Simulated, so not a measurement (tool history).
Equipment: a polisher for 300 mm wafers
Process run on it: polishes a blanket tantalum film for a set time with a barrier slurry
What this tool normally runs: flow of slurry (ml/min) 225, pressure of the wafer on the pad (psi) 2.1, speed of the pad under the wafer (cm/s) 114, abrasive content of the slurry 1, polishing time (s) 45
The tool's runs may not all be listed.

run	hour	flow of slurry (ml/min)	pressure of the wafer on the pad (psi)	speed of the pad under the wafer (cm/s)	abrasive content of the slurry	polishing time (s)	wafers since the last listed run	wafers polished on this pad	hours since the slurry nozzle was cleaned	hours since the head pressure was calibrated	hours since the slurry blender was calibrated	incoming thickness of the incoming film, nm	film removed (Å)
1	0	225	2.1	114	1	53	0	626	108.1	590.5	24.8	255.3	936
2	13.5	225	2.1	114	1	53	110	737	121.6	604	38.3	260.8	940
3	24.4	225	2.1	114	1	53	89	826	132.5	614.9	49.2	263	921
# hour 32.3: worn pad replaced by a new one
4	32.8	225	2.1	114	1.2	45	36	4	140.9	623.3	57.6	260.1	825
5	46.9	225	2.1	114	1.2	45	115	119	155	637.4	71.7	263.8	829
6	59	255	2.1	114	1	45	99	218	167.1	649.5	83.8	261.8	804
7	67.5	225	1.9	114	1	45	69	288	175.6	658	92.3	261.4	715
8	80.8	225	1.9	114	1	45	108	397	188.9	671.3	105.6	260.2	717
9	94.1	225	1.9	114	1	45	108	506	202.2	684.6	118.9	261.8	724
# hour 121.7: slurry blender recalibrated
# hour 129.8: worn pad replaced by a new one
10	145.4	265	2.1	146	1	45	370	127	253.5	735.9	23.7	264.9	1001
11	159.5	225	2.1	114	1	45	115	243	267.6	750	37.8	264	768
# hour 167.4: head pressure recalibrated
12	176.7	225	2.1	114	1	45	124	367	284.8	9.3	55	259.6	772
13	189.3	145	2.1	114	1	45	103	470	297.4	21.9	67.6	259.3	676
14	206.3	225	1.9	114	1	45	139	610	314.4	38.9	84.6	258.5	696
15	213.1	200	2.1	136	1	45	55	665	321.2	45.7	91.4	259.8	867
# hour 217.1: worn pad replaced by a new one
# hour 227.8: slurry nozzle cleaned
# hour 253.2: slurry blender recalibrated
16	262.4	225	1.7	152	0.85	45	346	346	34.6	95	9.2	259.9	854
17	274.5	225	2.6	150	1	45	99	445	46.7	107.1	21.3	260.1	1222

Run 18 is up next; what results do you expect?
18	285.2	265	2.1	114	1	45	87	532	57.4	117.8	32	262.1	?

{"run 18": {"film removed (Å)": 857}}
Take away the tool's hidden state, keep the run-to-run variation as it was, and the same run would have given film removed (Å) 879.
